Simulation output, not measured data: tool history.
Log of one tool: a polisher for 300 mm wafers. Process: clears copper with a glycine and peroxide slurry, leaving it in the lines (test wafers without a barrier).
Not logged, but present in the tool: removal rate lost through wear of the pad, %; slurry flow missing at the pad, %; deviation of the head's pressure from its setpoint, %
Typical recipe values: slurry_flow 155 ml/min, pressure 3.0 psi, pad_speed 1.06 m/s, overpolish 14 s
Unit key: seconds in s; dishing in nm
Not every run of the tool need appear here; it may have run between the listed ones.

| run | hour | slurry_flow | pressure | pad_speed | overpolish | wafers since the last listed run | wafers polished on this pad | hours since the slurry nozzle was cleaned | hours since the head pressure was calibrated | incoming thickness of the incoming film, nm | seconds | dishing |
|---|---|---|---|---|---|---|---|---|---|---|---|---|
| 1 | 0.0 | 155 | 3.0 | 1.06 | 14 | 0 | 2302 | 205.3 | 785.5 | 855.0 | 123.6 | 48.5 |
| 2 | 85.6 | 155 | 3.0 | 1.06 | 14 | 399 | 2701 | 290.9 | 871.1 | 858.6 | 130.7 | 46.7 |
| 3 | 145.8 | 155 | 3.0 | 1.06 | 14 | 281 | 2983 | 351.1 | 931.3 | 855.3 | 132.7 | 46.9 |
|  | 166.9 | head pressure recalibrated |
| 4 | 195.7 | 155 | 3.8 | 1.06 | 14 | 223 | 3206 | 401.0 | 28.8 | 859.6 | 111.2 | 55.5 |
|  | 204.4 | worn pad replaced by a new one |
| 5 | 302.2 | 135 | 3.0 | 1.06 | 14 | 478 | 456 | 507.5 | 135.3 | 876.5 | 142.7 | 44.2 |
| 6 | 394.2 | 135 | 3.0 | 1.06 | 14 | 429 | 886 | 599.5 | 227.3 | 858.8 | 138.5 | 45.9 |
|  | 453.9 | slurry nozzle cleaned |
| 7 | 534.4 | 155 | 3.0 | 1.06 | 11 | 650 | 1536 | 80.5 | 367.5 | 858.9 | 121.2 | 41.0 |
| 8 | 594.7 | 155 | 3.0 | 1.06 | 14 | 281 | 1818 | 140.8 | 427.8 | 850.3 | 123.5 | 49.7 |
| 9 | 686.2 | 155 | 3.0 | 1.06 | 14 | 427 | 2245 | 232.3 | 519.3 | 843.3 | 127.5 | 47.4 |
| 10 | 771.9 | 155 | 3.0 | 1.06 | 14 | 400 | 2645 | 318.0 | 605.0 | 855.0 | 132.9 | 48.7 |
|  | 855.5 | worn pad replaced by a new one |
| 11 | 875.6 | 155 | 3.0 | 0.92 | 14 | 465 | 93 | 421.7 | 708.7 | 855.0 | 150.8 | 43.4 |
| 12 | 962.4 | 155 | 3.0 | 0.92 | 14 | 405 | 499 | 508.5 | 795.5 | 875.6 | 158.5 | 43.6 |
|  | 975.8 | head pressure recalibrated |
| 13 | 1064.1 | 155 | 3.0 | 0.92 | 14 | 465 | 964 | 610.2 | 88.3 | 869.0 | 155.5 | 41.9 |
| 14 | 1139.3 | 185 | 3.0 | 1.06 | 17 | 351 | 1315 | 685.4 | 163.5 | 862.2 | 130.7 | 55.2 |
|  | 1147.3 | slurry nozzle cleaned |
| 15 | 1198.0 | 185 | 3.0 | 1.06 | 17 | 269 | 1585 | 50.7 | 222.2 | 860.5 | 116.5 | 57.9 |
| 16 | 1247.7 | 120 | 3.0 | 1.06 | 14 | 232 | 1817 | 100.4 | 271.9 | 865.6 | 129.6 | 48.4 |
| 17 | 1354.2 | 155 | 3.0 | 1.06 | 14 | 497 | 2314 | 206.9 | 378.4 | 869.9 | 131.7 | 49.2 |
| 18 | 1432.4 | 140 | 3.0 | 1.32 | 14 | 365 | 2680 | 285.1 | 456.6 | 866.3 | 110.6 | 55.4 |
| 19 | 1507.0 | 155 | 3.0 | 1.06 | 14 | 348 | 3028 | 359.7 | 531.2 | 855.9 | 130.0 | 46.0 |
|  | 1537.1 | worn pad replaced by a new one |
| 20 | 1565.9 | 155 | 3.0 | 0.80 | 10 | 256 | 134 | 418.6 | 590.1 | 851.2 | 169.6 | 30.6 |
| 21 | 1626.4 | 205 | 3.7 | 0.94 | 16 | 282 | 417 | 479.1 | 650.6 | 866.9 | 119.1 | 56.5 |
| 22 | 1722.7 | 185 | 3.0 | 0.80 | 14 | 449 | 866 | 575.4 | 746.9 | 867.9 | 165.8 | 41.9 |
|  | 1758.0 | head pressure recalibrated |
| 23 | 1814.5 | 155 | 3.0 | 1.06 | 14 | 419 | 1286 | 667.2 | 56.5 | 865.6 | 137.4 | 45.6 |
|  | 1862.2 | slurry nozzle cleaned |
| 24 | 1879.9 | 130 | 3.3 | 0.78 | 8 | 300 | 1587 | 17.7 | 121.9 | 875.0 | 152.2 | 27.8 |
| 25 | 1918.5 | 135 | 3.0 | 1.06 | 8 | 180 | 1767 | 56.3 | 160.5 | 864.1 | 127.0 | 32.6 |
| 26 | 2033.2 | 155 | 3.0 | 0.86 | 14 | 535 | 2303 | 171.0 | 275.2 | 851.9 | 150.7 | 43.6 |
| 27 | 2090.2 | 155 | 3.0 | 1.42 | 18 | 266 | 2569 | 228.0 | 332.2 | 842.4 | 99.2 | 65.2 |
|  | 2132.5 | worn pad replaced by a new one |
| 28 | 2145.4 | 190 | 3.4 | 1.42 | 14 | 239 | 60 | 283.2 | 387.4 | 847.0 | 86.2 | 62.4 |
| 29 | 2392.5 | 155 | 3.0 | 1.06 | 14 | 1154 | 1214 | 530.3 | 634.5 | 852.3 | 133.7 | 45.6 |
| 30 | 2439.0 | 155 | 3.0 | 1.06 | 14 | 217 | 1431 | 576.8 | 681.0 | 860.1 | 139.0 | 46.2 |
| 31 | 2542.0 | 155 | 3.0 | 1.20 | 14 | 481 | 1912 | 679.8 | 784.0 | 861.5 | 123.5 | 49.9 |
|  | 2590.0 | slurry nozzle cleaned |
|  | 2704.2 | head pressure recalibrated |
|  | 2771.3 | worn pad replaced by a new one |
| 32 | 2771.8 | 155 | 3.9 | 1.06 | 14 | 1040 | 2 | 181.8 | 67.6 | 851.9 | 103.0 | 58.4 |
| 33 | 2824.5 | 185 | 2.3 | 1.18 | 22 | 246 | 248 | 234.5 | 120.3 | 857.9 | 135.4 | 60.9 |

Subtracting, for every run, the result it would have given without the tool's unlogged condition from the measured result gives the following. The same run-to-run variation enters both numbers; the gauge's scatter may not:
| run | seconds | dishing |
|---|---|---|
| 1 | +8.1 | -2.4 |
| 2 | +11.0 | -3.0 |
| 3 | +12.5 | -3.4 |
| 4 | +11.3 | -4.2 |
| 5 | +18.3 | -4.6 |
| 6 | +18.8 | -5.2 |
| 7 | +4.8 | -1.3 |
| 8 | +7.3 | -2.2 |
| 9 | +10.8 | -3.1 |
| 10 | +13.8 | -4.0 |
| 11 | +18.1 | -4.4 |
| 12 | +20.7 | -4.8 |
| 13 | +21.6 | -5.0 |
| 14 | +15.9 | -4.9 |
| 15 | +2.1 | -0.6 |
| 16 | +6.2 | -1.7 |
| 17 | +8.8 | -2.5 |
| 18 | +10.2 | -3.7 |
| 19 | +12.6 | -3.4 |
| 20 | +17.8 | -2.9 |
| 21 | +10.2 | -3.5 |
| 22 | +16.8 | -3.6 |
| 23 | +17.1 | -4.5 |
| 24 | +2.5 | -0.4 |
| 25 | +4.1 | -0.9 |
| 26 | +9.7 | -2.2 |
| 27 | +7.9 | -3.0 |
| 28 | +6.5 | -3.0 |
| 29 | +16.9 | -4.7 |
| 30 | +18.2 | -4.9 |
| 31 | +16.9 | -5.3 |
| 32 | +6.1 | -2.3 |
| 33 | +8.1 | -2.2 |
